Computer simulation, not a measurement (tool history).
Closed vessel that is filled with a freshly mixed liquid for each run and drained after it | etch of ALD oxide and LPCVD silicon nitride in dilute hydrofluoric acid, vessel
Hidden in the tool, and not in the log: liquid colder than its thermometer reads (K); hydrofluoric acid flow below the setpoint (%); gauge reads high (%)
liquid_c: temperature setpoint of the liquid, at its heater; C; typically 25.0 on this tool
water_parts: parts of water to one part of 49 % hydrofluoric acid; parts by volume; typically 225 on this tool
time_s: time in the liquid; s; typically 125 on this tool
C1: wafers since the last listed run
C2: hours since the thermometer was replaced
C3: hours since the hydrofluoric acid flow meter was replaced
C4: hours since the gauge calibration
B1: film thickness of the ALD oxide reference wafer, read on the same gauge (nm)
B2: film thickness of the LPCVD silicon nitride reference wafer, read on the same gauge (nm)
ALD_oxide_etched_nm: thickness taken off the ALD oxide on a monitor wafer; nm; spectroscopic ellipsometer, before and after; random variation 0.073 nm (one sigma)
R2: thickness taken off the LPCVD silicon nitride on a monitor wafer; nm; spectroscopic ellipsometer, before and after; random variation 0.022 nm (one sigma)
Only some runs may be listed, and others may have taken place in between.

run 1 day=0.000 | liquid_c=23.0 water_parts=225 time_s=125 | C1=0 C2=1269.4 C3=657.2 C4=940.1 | B1=90.00 B2=89.965 | ALD_oxide_etched_nm=7.04 R2=0.196
run 2 day=0.912 | liquid_c=25.0 water_parts=225 time_s=125 | C1=1420 C2=1291.3 C3=679.1 C4=962.0 | B1=90.00 B2=90.008 | ALD_oxide_etched_nm=7.52 R2=0.218
-- day=1.104 gauge calibrated
run 3 day=1.742 | liquid_c=25.0 water_parts=225 time_s=125 | C1=1290 C2=1311.2 C3=699.0 C4=15.3 | B1=90.01 B2=90.025 | ALD_oxide_etched_nm=7.67 R2=0.240
run 4 day=2.883 | liquid_c=25.0 water_parts=275 time_s=125 | C1=1777 C2=1338.6 C3=726.4 C4=42.7 | B1=90.03 B2=89.968 | ALD_oxide_etched_nm=5.85 R2=0.178
run 5 day=3.696 | liquid_c=25.0 water_parts=275 time_s=125 | C1=1264 C2=1358.1 C3=745.9 C4=62.2 | B1=90.01 B2=90.030 | ALD_oxide_etched_nm=5.96 R2=0.191
run 6 day=4.650 | liquid_c=25.0 water_parts=280 time_s=125 | C1=1485 C2=1381.0 C3=768.8 C4=85.1 | B1=90.00 B2=89.977 | ALD_oxide_etched_nm=5.90 R2=0.167
run 7 day=5.188 | liquid_c=25.0 water_parts=280 time_s=125 | C1=836 C2=1393.9 C3=781.7 C4=98.0 | B1=90.01 B2=89.976 | ALD_oxide_etched_nm=5.78 R2=0.180
run 8 day=6.512 | liquid_c=25.0 water_parts=325 time_s=125 | C1=2062 C2=1425.7 C3=813.5 C4=129.8 | B1=90.01 B2=89.965 | ALD_oxide_etched_nm=4.75 R2=0.149
run 9 day=7.346 | liquid_c=20.5 water_parts=225 time_s=75 | C1=1297 C2=1445.7 C3=833.5 C4=149.8 | B1=90.01 B2=90.031 | ALD_oxide_etched_nm=3.86 R2=0.104
run 10 day=8.288 | liquid_c=25.0 water_parts=225 time_s=155 | C1=1465 C2=1468.3 C3=856.1 C4=172.4 | B1=90.01 B2=89.987 | ALD_oxide_etched_nm=9.26 R2=0.285
run 11 day=9.525 | liquid_c=21.5 water_parts=225 time_s=60 | C1=1926 C2=1498.0 C3=885.8 C4=202.1 | B1=90.01 B2=89.982 | ALD_oxide_etched_nm=3.19 R2=0.084
-- day=10.100 hydrofluoric acid flow meter replaced
run 12 day=10.729 | liquid_c=23.5 water_parts=185 time_s=125 | C1=1809 C2=1526.9 C3=15.1 C4=231.0 | B1=90.01 B2=89.990 | ALD_oxide_etched_nm=9.70 R2=0.257
run 13 day=11.692 | liquid_c=25.0 water_parts=225 time_s=125 | C1=1498 C2=1550.0 C3=38.2 C4=254.1 | B1=90.00 B2=90.003 | ALD_oxide_etched_nm=8.02 R2=0.239
run 14 day=13.033 | liquid_c=25.0 water_parts=180 time_s=70 | C1=2088 C2=1582.2 C3=70.4 C4=286.3 | B1=89.99 B2=90.015 | ALD_oxide_etched_nm=5.96 R2=0.174
run 15 day=14.158 | liquid_c=25.0 water_parts=225 time_s=125 | C1=1751 C2=1609.2 C3=97.4 C4=313.3 | B1=90.00 B2=89.990 | ALD_oxide_etched_nm=8.07 R2=0.218
run 16 day=15.796 | liquid_c=29.5 water_parts=180 time_s=55 | C1=2548 C2=1648.5 C3=136.7 C4=352.6 | B1=90.01 B2=89.970 | ALD_oxide_etched_nm=5.40 R2=0.195
run 17 day=16.612 | liquid_c=29.0 water_parts=120 time_s=65 | C1=1271 C2=1668.1 C3=156.3 C4=372.2 | B1=89.99 B2=90.013 | ALD_oxide_etched_nm=10.33 R2=0.333
-- day=17.212 thermometer replaced
run 18 day=17.233 | liquid_c=26.5 water_parts=225 time_s=125 | C1=901 C2=0.5 C3=171.2 C4=387.1 | B1=89.99 B2=90.022 | ALD_oxide_etched_nm=8.42 R2=0.291
run 19 day=18.129 | liquid_c=25.0 water_parts=225 time_s=55 | C1=1394 C2=22.0 C3=192.7 C4=408.6 | B1=90.00 B2=90.054 | ALD_oxide_etched_nm=3.50 R2=0.113
run 20 day=19.438 | liquid_c=27.5 water_parts=225 time_s=175 | C1=2036 C2=53.4 C3=224.1 C4=440.0 | B1=90.01 B2=90.020 | ALD_oxide_etched_nm=12.25 R2=0.366
run 21 day=20.004 | liquid_c=25.0 water_parts=225 time_s=125 | C1=882 C2=67.0 C3=237.7 C4=453.6 | B1=89.99 B2=89.995 | ALD_oxide_etched_nm=7.92 R2=0.239
run 22 day=20.833 | liquid_c=28.5 water_parts=225 time_s=125 | C1=1290 C2=86.9 C3=257.6 C4=473.5 | B1=90.01 B2=89.974 | ALD_oxide_etched_nm=8.91 R2=0.289
run 23 day=22.062 | liquid_c=25.0 water_parts=225 time_s=125 | C1=1913 C2=116.4 C3=287.1 C4=503.0 | B1=89.99 B2=89.996 | ALD_oxide_etched_nm=7.95 R2=0.226
run 24 day=23.425 | liquid_c=28.0 water_parts=150 time_s=55 | C1=2120 C2=149.1 C3=319.8 C4=535.7 | B1=90.00 B2=89.984 | ALD_oxide_etched_nm=6.32 R2=0.180
run 25 day=24.558 | liquid_c=21.0 water_parts=180 time_s=125 | C1=1764 C2=176.3 C3=347.0 C4=562.9 | B1=90.02 B2=89.990 | ALD_oxide_etched_nm=8.91 R2=0.257
run 26 day=25.200 | liquid_c=25.0 water_parts=165 time_s=125 | C1=998 C2=191.7 C3=362.4 C4=578.3 | B1=89.99 B2=89.976 | ALD_oxide_etched_nm=11.36 R2=0.297
run 27 day=26.233 | liquid_c=25.0 water_parts=155 time_s=125 | C1=1608 C2=216.5 C3=387.2 C4=603.1 | B1=89.99 B2=90.052 | ALD_oxide_etched_nm=12.34 R2=0.336

Consider 3 possible next runs. They are alternatives, not a sequence: every one starts from the tool as it was left by run 27. What does each give?
run A day=26.262 | liquid_c=25.0 water_parts=225 time_s=180 | C1=45 C2=217.2 C3=387.9 C4=603.8 | B1=? B2=? | ALD_oxide_etched_nm=? R2=?
run B day=26.262 | liquid_c=27.0 water_parts=255 time_s=80 | C1=45 C2=217.2 C3=387.9 C4=603.8 | B1=? B2=? | ALD_oxide_etched_nm=? R2=?
run C day=26.262 | liquid_c=29.0 water_parts=225 time_s=125 | C1=45 C2=217.2 C3=387.9 C4=603.8 | B1=? B2=? | ALD_oxide_etched_nm=? R2=?

run=A B1=90.00 B2=89.997 ALD_oxide_etched_nm=11.41 R2=0.349
run=B B1=90.00 B2=89.997 ALD_oxide_etched_nm=4.64 R2=0.155
run=C B1=90.00 B2=89.997 ALD_oxide_etched_nm=9.11 R2=0.309
Without the tool's hidden state the same runs would have given:
run=A ALD_oxide_etched_nm=11.76 R2=0.358
run=B ALD_oxide_etched_nm=4.79 R2=0.159
run=C ALD_oxide_etched_nm=9.40 R2=0.317
